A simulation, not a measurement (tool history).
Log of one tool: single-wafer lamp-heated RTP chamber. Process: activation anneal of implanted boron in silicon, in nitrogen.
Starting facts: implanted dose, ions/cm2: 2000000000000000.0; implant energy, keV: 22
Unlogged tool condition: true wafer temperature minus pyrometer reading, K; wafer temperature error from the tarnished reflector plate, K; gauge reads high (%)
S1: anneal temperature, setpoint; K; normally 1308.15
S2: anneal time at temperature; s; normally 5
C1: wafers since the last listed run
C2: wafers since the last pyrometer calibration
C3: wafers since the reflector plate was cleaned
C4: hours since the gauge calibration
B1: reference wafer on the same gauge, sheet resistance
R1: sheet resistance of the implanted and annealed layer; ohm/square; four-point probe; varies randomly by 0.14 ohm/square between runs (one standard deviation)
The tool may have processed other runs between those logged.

run,hour,S1,S2,C1,C2,C3,C4,B1,R1
1,0.0,1308.15,7,0,13,7704,350.0,52.39,61.97
2,30.7,1295.15,5,520,533,8224,380.7,52.39,65.51
3,97.1,1308.15,6,1124,1658,9349,447.1,52.45,62.50
4,181.1,1308.15,5,1423,3081,10772,531.1,52.51,62.86
5,234.5,1308.15,5,904,3986,11677,584.5,52.50,63.17
# hour 303.3: reflector plate cleaned
6,303.9,1308.15,5,1040,5026,10,653.9,52.53,63.06
# hour 328.4: pyrometer window cleaned and pyrometer calibrated
7,414.9,1308.15,5,1745,1464,1755,764.9,52.56,62.90
8,475.9,1328.15,5,1033,2498,2788,825.9,52.67,60.19
9,500.9,1285.15,3,423,2921,3212,850.9,52.61,69.84
10,532.4,1335.15,3,533,3455,3746,882.4,52.61,60.78
11,603.1,1320.15,3,1197,4653,4943,953.1,52.66,62.49
12,656.0,1293.15,5,896,5549,5840,1006.0,52.76,66.26
# hour 672.9: pyrometer window cleaned and pyrometer calibrated
# hour 689.0: gauge calibrated
13,715.1,1308.15,3,865,715,6705,26.1,52.20,63.90
14,781.0,1333.15,7,1116,1831,7822,92.0,52.26,58.45
15,836.3,1308.15,5,936,2768,8759,147.3,52.30,62.92
16,872.7,1296.15,8,616,3385,9376,183.7,52.28,64.01
17,916.3,1318.15,7,738,4123,10114,227.3,52.34,60.05

For each run, what was the tool's unlogged condition?
true wafer temperature minus pyrometer reading, K: 0 at every run
wafer temperature error from the tarnished reflector plate, K: 0 at every run
H1: gauge reads high (%)
run,H1
1,0.385
2,0.412
3,0.472
4,0.548
5,0.596
6,0.659
7,0.759
8,0.814
9,0.837
10,0.865
11,0.929
12,0.977
13,0.0106
14,0.0701
15,0.12
16,0.153
17,0.192

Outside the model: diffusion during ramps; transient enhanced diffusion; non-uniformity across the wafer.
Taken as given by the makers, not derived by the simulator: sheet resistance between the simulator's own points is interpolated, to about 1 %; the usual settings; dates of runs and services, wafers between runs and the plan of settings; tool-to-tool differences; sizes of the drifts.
